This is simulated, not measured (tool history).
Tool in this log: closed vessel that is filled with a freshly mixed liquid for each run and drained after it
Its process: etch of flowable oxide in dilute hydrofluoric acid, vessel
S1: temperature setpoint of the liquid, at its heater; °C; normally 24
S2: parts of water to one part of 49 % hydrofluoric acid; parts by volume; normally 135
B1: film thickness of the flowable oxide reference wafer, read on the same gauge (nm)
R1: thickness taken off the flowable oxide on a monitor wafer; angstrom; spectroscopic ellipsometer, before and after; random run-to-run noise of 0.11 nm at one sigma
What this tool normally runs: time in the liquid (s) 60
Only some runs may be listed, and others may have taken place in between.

{"run": 1, "day": 0.0, "S1": 24, "S2": 135, "time in the liquid (s)": 60, "B1": 130.05, "R1": 118.9}
{"run": 2, "day": 2.179, "S1": 24, "S2": 135, "time in the liquid (s)": 60, "B1": 129.98, "R1": 118.7}
{"run": 3, "day": 14.658, "S1": 24, "S2": 135, "time in the liquid (s)": 60, "B1": 130.02, "R1": 118}
{"day": 16.025, "done": "gauge calibrated"}
{"run": 4, "day": 16.55, "S1": 24, "S2": 135, "time in the liquid (s)": 60, "B1": 130, "R1": 119.6}
{"run": 5, "day": 20.362, "S1": 24, "S2": 135, "time in the liquid (s)": 85, "B1": 130.01, "R1": 164.6}
{"run": 6, "day": 23.025, "S1": 24, "S2": 135, "time in the liquid (s)": 85, "B1": 130.02, "R1": 164.3}
{"run": 7, "day": 24.8, "S1": 20, "S2": 135, "time in the liquid (s)": 60, "B1": 130.02, "R1": 100.1}
{"run": 8, "day": 27.367, "S1": 20, "S2": 135, "time in the liquid (s)": 60, "B1": 130.01, "R1": 98.2}
{"run": 9, "day": 31.404, "S1": 24, "S2": 135, "time in the liquid (s)": 60, "B1": 129.98, "R1": 117.7}
{"run": 10, "day": 36.362, "S1": 24, "S2": 135, "time in the liquid (s)": 60, "B1": 130.02, "R1": 115.7}
{"day": 37.608, "done": "thermometer replaced"}
{"run": 11, "day": 38.242, "S1": 24, "S2": 185, "time in the liquid (s)": 60, "B1": 129.99, "R1": 85}
{"run": 12, "day": 42.671, "S1": 24, "S2": 185, "time in the liquid (s)": 60, "B1": 129.99, "R1": 83.7}
{"day": 46.038, "done": "hydrofluoric acid flow meter replaced"}
{"run": 13, "day": 46.592, "S1": 26, "S2": 195, "time in the liquid (s)": 90, "B1": 130.03, "R1": 128.8}
{"run": 14, "day": 49.546, "S1": 24, "S2": 115, "time in the liquid (s)": 80, "B1": 129.99, "R1": 193}
{"run": 15, "day": 53.292, "S1": 24, "S2": 135, "time in the liquid (s)": 75, "B1": 129.98, "R1": 152.3}
{"run": 16, "day": 57.621, "S1": 21.5, "S2": 95, "time in the liquid (s)": 60, "B1": 130.01, "R1": 160.9}
{"run": 17, "day": 59.512, "S1": 24, "S2": 135, "time in the liquid (s)": 60, "B1": 129.99, "R1": 120.4}
{"run": 18, "day": 62.146, "S1": 19.5, "S2": 80, "time in the liquid (s)": 85, "B1": 130.03, "R1": 256.4}
{"day": 62.562, "done": "gauge calibrated"}
{"run": 19, "day": 63.671, "S1": 24, "S2": 135, "time in the liquid (s)": 60, "B1": 130.04, "R1": 121.2}
{"run": 20, "day": 65.492, "S1": 24, "S2": 105, "time in the liquid (s)": 45, "B1": 129.97, "R1": 120.2}
{"run": 21, "day": 69.842, "S1": 21.5, "S2": 105, "time in the liquid (s)": 30, "B1": 129.98, "R1": 72.6}
{"run": 22, "day": 78.496, "S1": 24, "S2": 135, "time in the liquid (s)": 60, "B1": 129.98, "R1": 119.5}
{"run": 23, "day": 80.279, "S1": 27.5, "S2": 180, "time in the liquid (s)": 60, "B1": 129.98, "R1": 95.5}
{"run": 24, "day": 83.7, "S1": 24, "S2": 135, "time in the liquid (s)": 70, "B1": 129.99, "R1": 139.6}

3 ways to go on from here, each from the tool as it stands after run 24. What would each give?
{"run": "A", "day": 83.729, "S1": 24, "S2": 135, "time in the liquid (s)": 60, "B1": "?", "R1": "?"}
{"run": "B", "day": 83.729, "S1": 24, "S2": 80, "time in the liquid (s)": 60, "B1": "?", "R1": "?"}
{"run": "C", "day": 83.729, "S1": 27.5, "S2": 135, "time in the liquid (s)": 60, "B1": "?", "R1": "?"}

run=A B1=130 R1=119.6
run=B B1=130 R1=215.5
run=C B1=130 R1=136.8
With the hidden condition removed and each run's random variation left untouched, the same runs would have given:
run=A R1=123.5
run=B R1=222.9
run=C R1=141.1

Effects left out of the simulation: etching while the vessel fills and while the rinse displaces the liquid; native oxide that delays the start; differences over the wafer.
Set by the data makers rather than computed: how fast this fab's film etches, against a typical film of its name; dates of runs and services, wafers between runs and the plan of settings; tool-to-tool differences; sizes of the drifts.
